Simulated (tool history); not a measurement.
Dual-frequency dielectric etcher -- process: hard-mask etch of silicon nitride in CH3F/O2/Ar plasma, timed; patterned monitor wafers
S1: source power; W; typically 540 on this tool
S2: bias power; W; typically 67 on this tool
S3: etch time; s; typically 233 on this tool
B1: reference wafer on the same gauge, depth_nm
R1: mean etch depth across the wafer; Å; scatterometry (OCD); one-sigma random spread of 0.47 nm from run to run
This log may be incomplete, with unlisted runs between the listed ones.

| run | hour | S1 | S2 | S3 | B1 | R1 |
|---|---|---|---|---|---|---|
| 1 | 0 | 540 | 67 | 233 | 206.1 | 1993 |
| 2 | 53.1 | 540 | 59 | 233 | 205.8 | 1904 |
| 3 | 113.1 | 540 | 59 | 233 | 206 | 1894 |
|  | 153.9 | wet clean of the chamber |
| 4 | 164.5 | 540 | 59 | 233 | 205.9 | 1923 |
| 5 | 210.7 | 540 | 67 | 233 | 206 | 2004 |
| 6 | 304.8 | 580 | 67 | 233 | 206.1 | 2025 |
| 7 | 373.8 | 580 | 67 | 233 | 206 | 2027 |
| 8 | 476.1 | 580 | 67 | 233 | 206 | 2010 |
| 9 | 515.4 | 570 | 67 | 233 | 205.9 | 1996 |
|  | 581.9 | gauge calibrated |
|  | 593.9 | wet clean of the chamber |
| 10 | 621.1 | 570 | 67 | 233 | 206 | 1946 |
| 11 | 691.3 | 570 | 67 | 233 | 206.1 | 1944 |
| 12 | 785.8 | 540 | 67 | 233 | 206.1 | 1890 |
| 13 | 889.4 | 540 | 67 | 233 | 205.9 | 1891 |
| 14 | 943 | 540 | 67 | 233 | 205.8 | 1879 |
|  | 983.6 | wet clean of the chamber, repeated, since the last time left the tool worse |
| 15 | 1025.2 | 540 | 67 | 233 | 206 | 2015 |
| 16 | 1077.1 | 540 | 67 | 267 | 206 | 2292 |
|  | 1105.8 | source power generator calibrated |
|  | 1107.9 | bias power generator calibrated |
| 17 | 1175.4 | 490 | 84 | 172.5 | 206 | 1554 |
|  | 1221.8 | upper electrode replaced |
| 18 | 1239.2 | 670 | 67 | 191.5 | 206 | 1719 |
| 19 | 1286.4 | 650 | 67 | 233 | 205.9 | 2061 |
|  | 1343.1 | wet clean of the chamber |
| 20 | 1343.6 | 420 | 75 | 262 | 206.1 | 2216 |
| 21 | 1423.6 | 540 | 80 | 233 | 206 | 2117 |
| 22 | 1482.2 | 540 | 67 | 204 | 206 | 1739 |
| 23 | 1585.8 | 540 | 67 | 199 | 206.1 | 1690 |
| 24 | 1669.4 | 640 | 67 | 275 | 205.9 | 2423 |
|  | 1704.9 | wet clean of the chamber |
| 25 | 1736 | 630 | 62 | 263 | 205.8 | 2292 |
| 26 | 1818.6 | 540 | 67 | 233 | 206.1 | 2005 |
| 27 | 1926.4 | 410 | 67 | 233 | 206.1 | 1865 |

What if the next run were any one of these 4? Each begins from the tool's condition after run 27:
| A | 1926.9 | 540 | 67 | 278.5 | ? | ? |
| B | 1926.9 | 600 | 58 | 255.5 | ? | ? |
| C | 1926.9 | 540 | 67 | 190.5 | ? | ? |
| D | 1926.9 | 540 | 81 | 174.5 | ? | ? |

| run | B1 | R1 |
|---|---|---|
| A | 206.1 | 2366 |
| B | 206.1 | 2123 |
| C | 206.1 | 1619 |
| D | 206.1 | 1584 |
What these runs would have given with no unlogged condition in the tool:
| run | R1 |
|---|---|
| A | 2397 |
| B | 2151 |
| C | 1640 |
| D | 1605 |

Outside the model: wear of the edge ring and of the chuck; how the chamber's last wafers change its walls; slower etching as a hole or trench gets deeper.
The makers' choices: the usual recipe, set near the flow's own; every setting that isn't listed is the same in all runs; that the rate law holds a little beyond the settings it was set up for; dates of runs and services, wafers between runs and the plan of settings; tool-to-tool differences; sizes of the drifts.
